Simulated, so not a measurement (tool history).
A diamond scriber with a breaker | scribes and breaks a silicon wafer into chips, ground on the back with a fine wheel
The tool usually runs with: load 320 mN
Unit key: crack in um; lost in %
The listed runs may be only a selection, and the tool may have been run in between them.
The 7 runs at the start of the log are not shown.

run,hour,load,wafers since the last listed run,hours since the diamond tip was replaced,hours since the load on the tip was calibrated,"incoming depth of the damage left on the back of the incoming wafer, um",crack,lost
8,763.5,355,1015,787.2,535.8,2.07,7.50,2.58
9,800.9,355,154,824.6,573.2,2.14,7.68,2.93
10,840.4,278,163,864.1,612.7,3.00,7.04,9.38
# hour 907.9: load on the tip recalibrated
11,930.8,320,364,954.5,22.9,2.99,7.20,7.66
# hour 963.3: diamond tip replaced by a new one
12,1031.7,320,408,68.4,123.8,1.57,7.57,1.43
13,1072.1,320,166,108.8,164.2,2.75,7.60,4.48
14,1140.5,320,282,177.2,232.6,2.73,7.62,4.57
15,1226.2,320,353,262.9,318.3,2.55,7.62,4.73
16,1304.8,374,324,341.5,396.9,2.28,8.02,2.90
17,1360.0,374,227,396.7,452.1,2.43,7.94,3.57
18,1425.5,362,270,462.2,517.6,2.98,7.84,5.85
19,1477.4,320,214,514.1,569.5,2.11,7.46,2.50
20,1625.8,405,612,662.5,717.9,2.37,8.28,3.25
21,1679.0,415,219,715.7,771.1,1.67,8.23,1.92
# hour 1700.1: load on the tip recalibrated
22,1762.0,320,334,798.7,61.9,1.80,7.16,2.47
# hour 1892.3: diamond tip replaced by a new one
23,1902.4,377,571,10.1,202.3,1.69,8.23,1.74
24,2006.4,320,429,114.1,306.3,2.85,7.66,6.17
25,2224.6,367,900,332.3,524.5,2.69,8.01,4.84
26,2319.6,286,392,427.3,619.5,2.10,7.33,3.17
27,2427.2,360,444,534.9,727.1,1.72,8.00,1.55
28,2475.3,320,198,583.0,775.2,1.70,7.59,1.79
# hour 2497.9: load on the tip recalibrated
29,2540.2,245,259,647.9,42.3,2.76,6.70,9.38
30,2642.7,288,423,750.4,144.8,2.89,6.96,7.67
31,2703.3,395,250,811.0,205.4,1.93,7.85,1.94
32,2767.6,320,265,875.3,269.7,1.53,7.12,2.10

Estimate the outcome of run 33 from the log above:
33,2804.4,233,151,912.1,306.5,2.11,?,?

{"run 33": {"crack": 6.46, "lost": 6.22}}
Minus the tool's unlogged condition, the same run would have read crack 6.94 um, lost 3.98 %.
